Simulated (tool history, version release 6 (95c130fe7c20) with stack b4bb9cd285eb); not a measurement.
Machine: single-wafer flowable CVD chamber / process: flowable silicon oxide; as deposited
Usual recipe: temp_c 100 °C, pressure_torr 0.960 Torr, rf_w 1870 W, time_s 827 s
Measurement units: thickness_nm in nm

run	hour	temp_c	pressure_torr	rf_w	time_s	wafers since the last listed run	hours since the last thermocouple change	hours since the last RF generator calibration	hours since the last manometer calibration	hours since the showerhead was replaced	hours since the gauge calibration	read-back reference wafer on the same gauge, thickness_nm	thickness_nm
1	0.0	100	0.960	1870	827	0	2192.5	799.6	1491.9	7391.9	12.3	692.326	666.304
2	15.8	100	1.051	1870	735	23	2208.3	815.4	1507.7	7407.7	28.1	691.873	628.599
3	21.9	100	1.075	1870	827	9	2214.4	821.5	1513.8	7413.8	34.2	691.891	718.473
4	29.4	100	1.075	1870	827	11	2221.9	829.0	1521.3	7421.3	41.7	692.062	719.365
5	46.4	100	1.075	1870	827	25	2238.9	846.0	1538.3	7438.3	58.7	692.034	716.667
# hour 60.1: RF generator calibrated
6	60.6	100	0.960	1870	827	9	2253.1	0.5	1552.5	7452.5	72.9	692.306	666.904
# hour 80.3: showerhead replaced
# hour 81.2: capacitance manometer re-zeroed and calibrated
# hour 84.4: thermocouple changed; heater temperature recalibrated
7	84.9	100	0.960	1870	827	18	0.5	24.8	3.7	4.6	97.2	691.962	637.920
8	89.5	105	1.191	1585	827	6	5.1	29.4	8.3	9.2	101.8	692.096	594.006
9	97.7	92	0.844	1870	765	12	13.3	37.6	16.5	17.4	110.0	691.984	725.484
# hour 106.0: gauge calibrated
10	115.3	100	0.960	1870	827	26	30.9	55.2	34.1	35.0	9.3	692.149	640.789
11	126.4	91	0.832	1870	827	16	42.0	66.3	45.2	46.1	20.4	691.978	808.621
12	133.9	113	0.960	2240	827	11	49.5	73.8	52.7	53.6	27.9	691.979	414.663
13	146.9	100	1.172	1870	722	19	62.5	86.8	65.7	66.6	40.9	691.838	640.067
14	162.0	89	0.960	2180	897	22	77.6	101.9	80.8	81.7	56.0	692.014	1048.020

What if the next run were any one of these 4? Each begins from the tool's condition after run 14:
A	162.6	100	0.960	1870	827	0	78.2	102.5	81.4	82.3	56.6	?	?
B	162.6	113	0.860	1730	884	0	78.2	102.5	81.4	82.3	56.6	?	?
C	162.6	106	0.830	2215	827	0	78.2	102.5	81.4	82.3	56.6	?	?
D	162.6	100	0.787	1870	899	0	78.2	102.5	81.4	82.3	56.6	?	?

run	read-back reference wafer on the same gauge, thickness_nm	thickness_nm
A	692.215	641.968
B	692.215	398.463
C	692.215	483.609
D	692.215	617.900
With the hidden condition removed and each run's random variation left untouched, the same runs would have given:
run	thickness_nm
A	636.075
B	394.944
C	479.067
D	612.214

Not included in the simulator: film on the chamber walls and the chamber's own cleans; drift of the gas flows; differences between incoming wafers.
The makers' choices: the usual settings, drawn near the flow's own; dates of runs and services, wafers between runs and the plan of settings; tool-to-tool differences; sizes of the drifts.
